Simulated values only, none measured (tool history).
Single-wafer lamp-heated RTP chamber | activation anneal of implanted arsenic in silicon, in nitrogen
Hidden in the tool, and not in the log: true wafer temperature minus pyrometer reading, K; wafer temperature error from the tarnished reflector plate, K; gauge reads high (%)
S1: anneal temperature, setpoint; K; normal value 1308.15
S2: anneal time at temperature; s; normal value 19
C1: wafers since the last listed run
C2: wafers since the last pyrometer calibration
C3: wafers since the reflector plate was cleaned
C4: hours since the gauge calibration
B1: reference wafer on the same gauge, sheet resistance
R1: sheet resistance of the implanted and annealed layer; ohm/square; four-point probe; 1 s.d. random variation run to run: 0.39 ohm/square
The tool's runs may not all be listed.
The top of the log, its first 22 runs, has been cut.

-- hour=1631.3 pyrometer window cleaned and pyrometer calibrated
run 23 hour=1710.4 | S1=1321.15 S2=27 | C1=1919 C2=1642 C3=4454 C4=930.2 | B1=129.03 | R1=151.36
run 24 hour=1780.6 | S1=1308.15 S2=19 | C1=1458 C2=3100 C3=5912 C4=1000.4 | B1=128.98 | R1=156.74
run 25 hour=1845.1 | S1=1308.15 S2=19 | C1=1339 C2=4440 C3=7252 C4=1064.9 | B1=128.99 | R1=157.22
run 26 hour=1932.5 | S1=1337.15 S2=19 | C1=1815 C2=6255 C3=9067 C4=1152.3 | B1=129.04 | R1=150.53
run 27 hour=2064.0 | S1=1308.15 S2=27 | C1=2731 C2=8987 C3=11799 C4=1283.8 | B1=128.98 | R1=152.55
run 28 hour=2123.6 | S1=1308.15 S2=19 | C1=1238 C2=10225 C3=13037 C4=1343.4 | B1=128.96 | R1=156.62
-- hour=2136.4 reflector plate cleaned
-- hour=2222.4 pyrometer window cleaned and pyrometer calibrated
run 29 hour=2225.9 | S1=1280.15 S2=30 | C1=1792 C2=72 C3=1693 C4=1445.7 | B1=129.01 | R1=159.37
run 30 hour=2313.2 | S1=1308.15 S2=26 | C1=1813 C2=1886 C3=3506 C4=1533.0 | B1=129.10 | R1=154.09
run 31 hour=2387.3 | S1=1287.15 S2=12 | C1=1539 C2=3425 C3=5046 C4=1607.1 | B1=128.94 | R1=166.13
run 32 hour=2448.1 | S1=1308.15 S2=19 | C1=1262 C2=4688 C3=6308 C4=1667.9 | B1=129.07 | R1=156.96
run 33 hour=2499.4 | S1=1285.15 S2=15 | C1=1065 C2=5754 C3=7374 C4=1719.2 | B1=129.11 | R1=164.36
run 34 hour=2592.8 | S1=1334.15 S2=19 | C1=1940 C2=7694 C3=9314 C4=1812.6 | B1=128.99 | R1=151.30
run 35 hour=2695.1 | S1=1329.15 S2=24 | C1=2125 C2=9819 C3=11439 C4=1914.9 | B1=129.04 | R1=149.52
-- hour=2708.5 reflector plate cleaned
-- hour=2769.6 pyrometer window cleaned and pyrometer calibrated
run 36 hour=2770.9 | S1=1308.15 S2=11 | C1=1242 C2=27 C3=1129 C4=1990.7 | B1=129.03 | R1=163.06

Alternative continuations, all from the tool just after run 36; predict every row:
run A hour=2771.3 | S1=1308.15 S2=19 | C1=8 C2=36 C3=1137 C4=1991.1 | B1=? | R1=?
run B hour=2771.3 | S1=1328.15 S2=15 | C1=8 C2=36 C3=1137 C4=1991.1 | B1=? | R1=?
run C hour=2771.3 | S1=1289.15 S2=16 | C1=8 C2=36 C3=1137 C4=1991.1 | B1=? | R1=?
run D hour=2771.3 | S1=1285.15 S2=10 | C1=8 C2=36 C3=1137 C4=1991.1 | B1=? | R1=?

run=A B1=129.01 R1=158.61
run=B B1=129.01 R1=156.58
run=C B1=129.01 R1=164.26
run=D B1=129.01 R1=168.88
With no hidden state in the tool, these same runs would have given:
run=A R1=158.89
run=B R1=156.86
run=C R1=164.52
run=D R1=169.12
